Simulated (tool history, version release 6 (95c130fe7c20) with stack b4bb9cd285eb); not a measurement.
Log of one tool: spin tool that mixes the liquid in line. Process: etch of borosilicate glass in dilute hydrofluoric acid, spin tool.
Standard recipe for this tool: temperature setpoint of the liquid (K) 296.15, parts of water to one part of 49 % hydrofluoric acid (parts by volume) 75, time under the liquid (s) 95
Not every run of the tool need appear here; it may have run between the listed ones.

run   hour  temperature setpoint of the liquid (K)  parts of water to one part of 49 % hydrofluoric acid (parts by volume)  time under the liquid (s)  wafers since the last listed run  hours since the thermometer was replaced  hours since the hydrofluoric acid flow meter was replaced  hours since the gauge calibration  read-back film thickness of the borosilicate glass reference wafer, read on the same gauge (nm)  thickness taken off the borosilicate glass on a monitor wafer (Å)
  1      0                                  296.15                                                                      75                         95                                 0                                     945.3                                                      980.6                              312.3                                                                                               80                                                              258.8
  2   79.5                                  296.15                                                                      75                         95                               872                                    1024.8                                                     1060.1                              391.8                                                                                            80.01                                                              259.2
  3  108.8                                  296.15                                                                      55                         95                               321                                    1054.1                                                     1089.4                              421.1                                                                                            80.01                                                              366.4
  4  121.3                                  296.15                                                                      75                         95                               137                                    1066.6                                                     1101.9                              433.6                                                                                               80                                                              262.5
  5  142.4                                  296.15                                                                      75                         95                               231                                    1087.7                                                       1123                              454.7                                                                                            79.99                                                              262.8
  6  155.7                                  294.15                                                                      55                         95                               145                                      1101                                                     1136.3                                468                                                                                            79.99                                                              337.6
  7  170.5                                  296.15                                                                      90                         95                               162                                    1115.8                                                     1151.1                              482.8                                                                                            79.99                                                              215.2
     184.4  -- gauge calibrated
     189.7  -- hydrofluoric acid flow meter replaced
  8  194.7                                  296.15                                                                      90                         95                               254                                      1140                                                          5                               10.3                                                                                               80                                                              195.9
  9  207.9                                  296.15                                                                      75                         95                               144                                    1153.2                                                       18.2                               23.5                                                                                            80.01                                                              240.2
 10  220.6                                  296.15                                                                      75                         95                               139                                    1165.9                                                       30.9                               36.2                                                                                            79.98                                                              240.7
 11  244.9                                  296.15                                                                     100                        125                               266                                    1190.2                                                       55.2                               60.5                                                                                            80.01                                                              231.6
 12    266                                  298.65                                                                     100                         70                               231                                    1211.3                                                       76.3                               81.6                                                                                            79.98                                                              142.2
 13  282.6                                  292.65                                                                      65                         95                               182                                    1227.9                                                       92.9                               98.2                                                                                            79.97                                                              246.5
 14  312.5                                  296.15                                                                      35                        140                               328                                    1257.8                                                      122.8                              128.1                                                                                            79.98                                                              814.1
     320.5  -- thermometer replaced
 15  335.9                                  296.15                                                                      75                         95                               245                                      15.4                                                      146.2                              151.5                                                                                               80                                                              234.4
 16  349.5                                  296.15                                                                      90                         75                               149                                        29                                                      159.8                              165.1                                                                                            80.01                                                              152.4
 17    383                                  296.15                                                                      75                         95                               367                                      62.5                                                      193.3                              198.6                                                                                               80                                                              234.8
 18  410.2                                  299.15                                                                      50                         55                               298                                      89.7                                                      220.5                              225.8                                                                                               80                                                              239.9
 19  430.7                                  296.15                                                                     105                         95                               225                                     110.2                                                        241                              246.3                                                                                            79.99                                                              163.8
 20  454.2                                  298.15                                                                      75                         65                               257                                     133.7                                                      264.5                              269.8                                                                                            80.01                                                              177.1

4 options for the next run, each taken on its own from the tool as it stands now. Forecast them:
  A  454.6                                  296.15                                                                      75                         95                                 4                                     134.1                                                      264.9                              270.2                                                                                                ?                                                                  ?
  B  454.6                                  296.15                                                                      45                        140                                 4                                     134.1                                                      264.9                              270.2                                                                                                ?                                                                  ?
  C  454.6                                  296.15                                                                     115                         60                                 4                                     134.1                                                      264.9                              270.2                                                                                                ?                                                                  ?
  D  454.6                                  296.15                                                                      75                        145                                 4                                     134.1                                                      264.9                              270.2                                                                                                ?                                                                  ?

run  read-back film thickness of the borosilicate glass reference wafer, read on the same gauge (nm)  thickness taken off the borosilicate glass on a monitor wafer (Å)
  A                                                                                            80.02                                                              238.3
  B                                                                                            80.02                                                              607.8
  C                                                                                            80.02                                                               93.6
  D                                                                                            80.02                                                              363.8
With no hidden state in the tool, these same runs would have given:
run  thickness taken off the borosilicate glass on a monitor wafer (Å)
  A                                                              229.5
  B                                                              585.7
  C                                                               90.1
  D                                                              350.3
